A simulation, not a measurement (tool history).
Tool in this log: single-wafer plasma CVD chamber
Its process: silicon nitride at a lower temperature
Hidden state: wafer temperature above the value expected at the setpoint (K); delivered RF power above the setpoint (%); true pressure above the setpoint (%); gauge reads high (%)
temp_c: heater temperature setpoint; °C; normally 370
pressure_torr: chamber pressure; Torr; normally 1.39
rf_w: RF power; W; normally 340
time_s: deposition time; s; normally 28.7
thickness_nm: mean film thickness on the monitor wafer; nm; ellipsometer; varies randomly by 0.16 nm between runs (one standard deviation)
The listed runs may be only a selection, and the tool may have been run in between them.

| run | day | temp_c | pressure_torr | rf_w | time_s | wafers since the last listed run | hours since the last thermocouple change | hours since the last RF generator calibration | hours since the last manometer calibration | hours since the showerhead was replaced | hours since the gauge calibration | read-back reference wafer on the same gauge, thickness_nm | thickness_nm |
|---|---|---|---|---|---|---|---|---|---|---|---|---|---|
| 1 | 0 | 370 | 1.39 | 340 | 28.7 | 0 | 345.5 | 477.3 | 993.6 | 4571.8 | 236.3 | 37.296 | 37.648 |
| 2 | 2.767 | 370 | 1.39 | 340 | 28.7 | 1083 | 411.9 | 543.7 | 1060 | 4638.2 | 302.7 | 37.515 | 37.997 |
|  | 5.279 | showerhead replaced |
| 3 | 6.354 | 370 | 1.39 | 340 | 28.7 | 1274 | 498 | 629.8 | 1146.1 | 25.8 | 388.8 | 37.6 | 37.951 |
| 4 | 9.908 | 370 | 1.39 | 340 | 28.7 | 1391 | 583.3 | 715.1 | 1231.4 | 111.1 | 474.1 | 37.629 | 38.124 |
| 5 | 19.938 | 370 | 1.39 | 340 | 28.7 | 3926 | 824 | 955.8 | 1472.1 | 351.8 | 714.8 | 37.769 | 38.224 |
|  | 32.238 | capacitance manometer re-zeroed and calibrated |
|  | 33.183 | RF generator calibrated |
| 6 | 33.425 | 370 | 1.39 | 340 | 28.7 | 5020 | 1147.7 | 5.8 | 28.5 | 675.5 | 1038.5 | 38.061 | 38.321 |
| 7 | 37.338 | 370 | 1.39 | 305 | 31.8 | 1531 | 1241.6 | 99.7 | 122.4 | 769.4 | 1132.4 | 38.022 | 39.564 |
| 8 | 40.192 | 370 | 1.19 | 340 | 28.7 | 1117 | 1310.1 | 168.2 | 190.9 | 837.9 | 1200.9 | 38.145 | 37.274 |
| 9 | 42.712 | 370 | 1.39 | 340 | 28.7 | 987 | 1370.6 | 228.7 | 251.4 | 898.4 | 1261.4 | 38.088 | 38.55 |
| 10 | 44.438 | 380 | 1.05 | 380 | 28.7 | 675 | 1412 | 270.1 | 292.8 | 939.8 | 1302.8 | 38.122 | 39.123 |
| 11 | 48.446 | 370 | 1.08 | 375 | 28.7 | 1569 | 1508.2 | 366.3 | 389 | 1036 | 1399 | 38.211 | 39.04 |
| 12 | 52.542 | 370 | 1.39 | 340 | 28.7 | 1603 | 1606.5 | 464.6 | 487.3 | 1134.3 | 1497.3 | 38.156 | 38.4 |
| 13 | 54.958 | 370 | 1.39 | 340 | 24.6 | 946 | 1664.5 | 522.6 | 545.3 | 1192.3 | 1555.3 | 38.155 | 32.9 |
|  | 58.333 | thermocouple changed; heater temperature recalibrated |
| 14 | 58.354 | 370 | 1.18 | 370 | 28.7 | 1199 | 0.5 | 604.1 | 626.8 | 1273.8 | 1636.8 | 38.178 | 39.414 |
| 15 | 61.675 | 370 | 1.39 | 340 | 28.7 | 1300 | 80.2 | 683.8 | 706.5 | 1353.5 | 1716.5 | 38.217 | 38.736 |
| 16 | 64.208 | 378 | 1.39 | 275 | 24.5 | 991 | 141 | 744.6 | 767.3 | 1414.3 | 1777.3 | 38.322 | 28.526 |
|  | 67.188 | gauge calibrated |
| 17 | 67.838 | 375 | 1.3 | 285 | 33.3 | 1421 | 228.1 | 831.7 | 854.4 | 1501.4 | 15.6 | 36.76 | 37.805 |
| 18 | 69.483 | 370 | 1.29 | 340 | 26.2 | 644 | 267.6 | 871.2 | 893.9 | 1540.9 | 55.1 | 36.993 | 33.349 |
| 19 | 71.054 | 370 | 1.39 | 340 | 28.7 | 615 | 305.3 | 908.9 | 931.6 | 1578.6 | 92.8 | 37.025 | 37.312 |
| 20 | 74.896 | 370 | 1.39 | 340 | 28.7 | 1504 | 397.5 | 1001.1 | 1023.8 | 1670.8 | 185 | 37.251 | 37.718 |
| 21 | 76.892 | 370 | 1.39 | 340 | 28.7 | 781 | 445.4 | 1049 | 1071.7 | 1718.7 | 232.9 | 37.245 | 37.501 |
| 22 | 80.438 | 370 | 1.39 | 340 | 34.2 | 1388 | 530.5 | 1134.1 | 1156.8 | 1803.8 | 318 | 37.386 | 44.72 |
| 23 | 84.317 | 370 | 1.39 | 340 | 25.2 | 1518 | 623.6 | 1227.2 | 1249.9 | 1896.9 | 411.1 | 37.487 | 33.394 |
| 24 | 86 | 375 | 1.39 | 380 | 28.7 | 659 | 664 | 1267.6 | 1290.3 | 1937.3 | 451.5 | 37.501 | 40.341 |
|  | 90.354 | RF generator calibrated |
| 25 | 90.375 | 363 | 1.61 | 340 | 28.7 | 1582 | 769 | 0.5 | 1395.3 | 2042.3 | 556.5 | 37.657 | 39.106 |
| 26 | 92.1 | 370 | 1.2 | 340 | 28.7 | 675 | 810.4 | 41.9 | 1436.7 | 2083.7 | 597.9 | 37.565 | 36.846 |
| 27 | 94.904 | 377 | 1.29 | 305 | 32.6 | 1097 | 877.7 | 109.2 | 1504 | 2151 | 665.2 | 37.587 | 39.621 |

5 options for the next run, each taken on its own from the tool as it stands now. Forecast them:
| A | 94.921 | 370 | 1.39 | 340 | 28.7 | 6 | 878.1 | 109.6 | 1504.4 | 2151.4 | 665.6 | ? | ? |
| B | 94.921 | 384 | 1.39 | 370 | 26.5 | 6 | 878.1 | 109.6 | 1504.4 | 2151.4 | 665.6 | ? | ? |
| C | 94.921 | 370 | 1.61 | 390 | 24.4 | 6 | 878.1 | 109.6 | 1504.4 | 2151.4 | 665.6 | ? | ? |
| D | 94.921 | 370 | 1.64 | 340 | 28.7 | 6 | 878.1 | 109.6 | 1504.4 | 2151.4 | 665.6 | ? | ? |
| E | 94.921 | 370 | 1.06 | 340 | 28.7 | 6 | 878.1 | 109.6 | 1504.4 | 2151.4 | 665.6 | ? | ? |

| run | read-back reference wafer on the same gauge, thickness_nm | thickness_nm |
|---|---|---|
| A | 37.665 | 38.264 |
| B | 37.665 | 37.087 |
| C | 37.665 | 36.606 |
| D | 37.665 | 39.521 |
| E | 37.665 | 36.369 |
Take away the tool's hidden state, keep each run's random variation, and the runs would have read:
| run | thickness_nm |
|---|---|
| A | 37.454 |
| B | 36.303 |
| C | 35.832 |
| D | 38.685 |
| E | 35.599 |

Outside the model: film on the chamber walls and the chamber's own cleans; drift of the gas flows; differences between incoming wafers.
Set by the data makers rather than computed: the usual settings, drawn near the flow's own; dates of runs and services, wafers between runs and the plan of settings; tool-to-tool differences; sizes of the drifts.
